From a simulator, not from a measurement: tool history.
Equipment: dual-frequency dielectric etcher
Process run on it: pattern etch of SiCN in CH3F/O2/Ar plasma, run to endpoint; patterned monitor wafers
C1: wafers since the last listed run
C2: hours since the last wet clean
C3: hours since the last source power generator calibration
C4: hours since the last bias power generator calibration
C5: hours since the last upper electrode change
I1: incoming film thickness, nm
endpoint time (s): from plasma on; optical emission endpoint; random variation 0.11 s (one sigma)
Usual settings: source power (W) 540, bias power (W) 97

Run 1, day 0: usual settings but source power (W) 460; C1 0; C2 153.9; C3 2762.5; C4 2341.6; C5 3395.1; I1 8.35. Result: endpoint time (s) 20.3.
Run 2, day 1.367: usual settings; C1 523; C2 186.7; C3 2795.3; C4 2374.4; C5 3427.9; I1 8.4. Result: endpoint time (s) 18.5.
Run 3, day 2.217: usual settings; C1 325; C2 207.1; C3 2815.7; C4 2394.8; C5 3448.3; I1 8.47. Result: endpoint time (s) 19.
Run 4, day 2.921: usual settings; C1 269; C2 224; C3 2832.6; C4 2411.7; C5 3465.2; I1 8.37. Result: endpoint time (s) 18.6.
Run 5, day 3.938: usual settings; C1 389; C2 248.4; C3 2857; C4 2436.1; C5 3489.6; I1 8.4. Result: endpoint time (s) 18.7.
Run 6, day 5.108: usual settings; C1 448; C2 276.5; C3 2885.1; C4 2464.2; C5 3517.7; I1 8.36. Result: endpoint time (s) 18.5.
Run 7, day 6: usual settings but bias power (W) 112; C1 341; C2 297.9; C3 2906.5; C4 2485.6; C5 3539.1; I1 8.41. Result: endpoint time (s) 18.3.
Run 8, day 7.083: usual settings but bias power (W) 112; C1 414; C2 323.9; C3 2932.5; C4 2511.6; C5 3565.1; I1 8.34. Result: endpoint time (s) 18.2.
Run 9, day 8.562: usual settings but source power (W) 650, bias power (W) 106; C1 566; C2 359.4; C3 2968; C4 2547.1; C5 3600.6; I1 8.37. Result: endpoint time (s) 16.6.
Run 10, day 9.596: usual settings but source power (W) 650, bias power (W) 106; C1 395; C2 384.2; C3 2992.8; C4 2571.9; C5 3625.4; I1 8.5. Result: endpoint time (s) 16.9.
Run 11, day 10.188: usual settings but source power (W) 650, bias power (W) 106; C1 226; C2 398.4; C3 3007; C4 2586.1; C5 3639.6; I1 8.5. Result: endpoint time (s) 17.
Run 12, day 10.729: usual settings; C1 207; C2 411.4; C3 3020; C4 2599.1; C5 3652.6; I1 8.37. Result: endpoint time (s) 18.8.
Run 13, day 11.658: usual settings; C1 355; C2 433.7; C3 3042.3; C4 2621.4; C5 3674.9; I1 8.4. Result: endpoint time (s) 18.9.
Run 14, day 12.621: usual settings; C1 368; C2 456.8; C3 3065.4; C4 2644.5; C5 3698; I1 8.47. Result: endpoint time (s) 19.
Run 15, day 13.358: usual settings; C1 282; C2 474.5; C3 3083.1; C4 2662.2; C5 3715.7; I1 8.34. Result: endpoint time (s) 18.8.
Run 16, day 14.275: usual settings but source power (W) 500, bias power (W) 75; C1 351; C2 496.5; C3 3105.1; C4 2684.2; C5 3737.7; I1 8.38. Result: endpoint time (s) 20.7.
At day 15.854: source power generator calibrated.
At day 16.146: upper electrode replaced, of another model than before.
Run 17, day 16.167: usual settings but bias power (W) 81; C1 549; C2 541.9; C3 7.5; C4 2729.6; C5 0.5; I1 8.46. Result: endpoint time (s) 19.9.
Run 18, day 16.338: usual settings; C1 65; C2 546; C3 11.6; C4 2733.7; C5 4.6; I1 8.36. Result: endpoint time (s) 19.1.
Run 19, day 17.796: usual settings but source power (W) 620, bias power (W) 82; C1 558; C2 581; C3 46.6; C4 2768.7; C5 39.6; I1 8.4. Result: endpoint time (s) 18.8.
At day 19.588: wet clean of the chamber.
Run 20, day 21.821: usual settings but source power (W) 590, bias power (W) 118; C1 1158; C2 53.6; C3 143.2; C4 2865.3; C5 136.2; I1 8.42. Result: endpoint time (s) 17.4.
At day 22.442: bias power generator calibrated.
Run 21, day 22.804: usual settings but bias power (W) 113; C1 312; C2 77.2; C3 166.8; C4 8.7; C5 159.8; I1 8.43. Result: endpoint time (s) 18.1.
Run 22, day 23.846: usual settings; C1 398; C2 102.2; C3 191.8; C4 33.7; C5 184.8; I1 8.41. Result: endpoint time (s) 18.6.
Run 23, day 25.212: usual settings; C1 523; C2 135; C3 224.6; C4 66.5; C5 217.6; I1 8.43. Result: endpoint time (s) 18.5.
Run 24, day 26.288: usual settings but source power (W) 490, bias power (W) 77; C1 411; C2 160.8; C3 250.4; C4 92.3; C5 243.4; I1 8.4. Result: endpoint time (s) 19.8.
Run 25, day 27.608: usual settings; C1 505; C2 192.5; C3 282.1; C4 124; C5 275.1; I1 8.3. Result: endpoint time (s) 18.5.
Run 26, day 28.854: usual settings but source power (W) 430, bias power (W) 117; C1 477; C2 222.4; C3 312; C4 153.9; C5 305; I1 8.45. Result: endpoint time (s) 19.6.
Run 27, day 30.312: usual settings but source power (W) 430; C1 558; C2 257.4; C3 347; C4 188.9; C5 340; I1 8.42. Result: endpoint time (s) 20.1.
Run 28, day 30.921: usual settings; C1 232; C2 272; C3 361.6; C4 203.5; C5 354.6; I1 8.47. Result: endpoint time (s) 19.
Run 29, day 32.283: usual settings but bias power (W) 85; C1 521; C2 304.7; C3 394.3; C4 236.2; C5 387.3; I1 8.45. Result: endpoint time (s) 19.3.
Run 30, day 32.962: usual settings; C1 260; C2 321; C3 410.6; C4 252.5; C5 403.6; I1 8.37. Result: endpoint time (s) 18.8.
Run 31, day 33.608: usual settings but source power (W) 500, bias power (W) 75; C1 247; C2 336.5; C3 426.1; C4 268; C5 419.1; I1 8.31. Result: endpoint time (s) 19.9.
Run 32, day 35.012: usual settings but source power (W) 670, bias power (W) 116; C1 537; C2 370.2; C3 459.8; C4 301.7; C5 452.8; I1 8.33. Result: endpoint time (s) 16.9.
Run 33, day 36.333: usual settings but source power (W) 660; C1 505; C2 401.9; C3 491.5; C4 333.4; C5 484.5; I1 8.39. Result: endpoint time (s) 17.7.
Run 34, day 37.717: usual settings but source power (W) 600; C1 529; C2 435.1; C3 524.7; C4 366.6; C5 517.7; I1 8.33. Result: endpoint time (s) 18.3.

Measured result minus the same run's result without the hidden state. Both carry the same run-to-run variation, though not necessarily the same gauge scatter:
Hidden state present: etch rate over this chamber's usual, %; source power that arrives over what is set, %; bias power that arrives over what is set, %.
run  endpoint time (s)
  1               +0.3
  2               +0.3
  3               +0.3
  4               +0.3
  5               +0.3
  6               +0.3
  7               +0.4
  8               +0.4
  9               +0.4
 10               +0.5
 11               +0.4
 12               +0.5
 13               +0.5
 14               +0.5
 15               +0.6
 16               +0.7
 17               +0.7
 18               +0.6
 19               +0.7
 20               +0.1
 21               +0.1
 22               +0.2
 23               +0.2
 24               +0.3
 25               +0.3
 26               +0.4
 27               +0.3
 28               +0.4
 29               +0.4
 30               +0.4
 31               +0.4
 32               +0.4
 33               +0.5
 34               +0.5
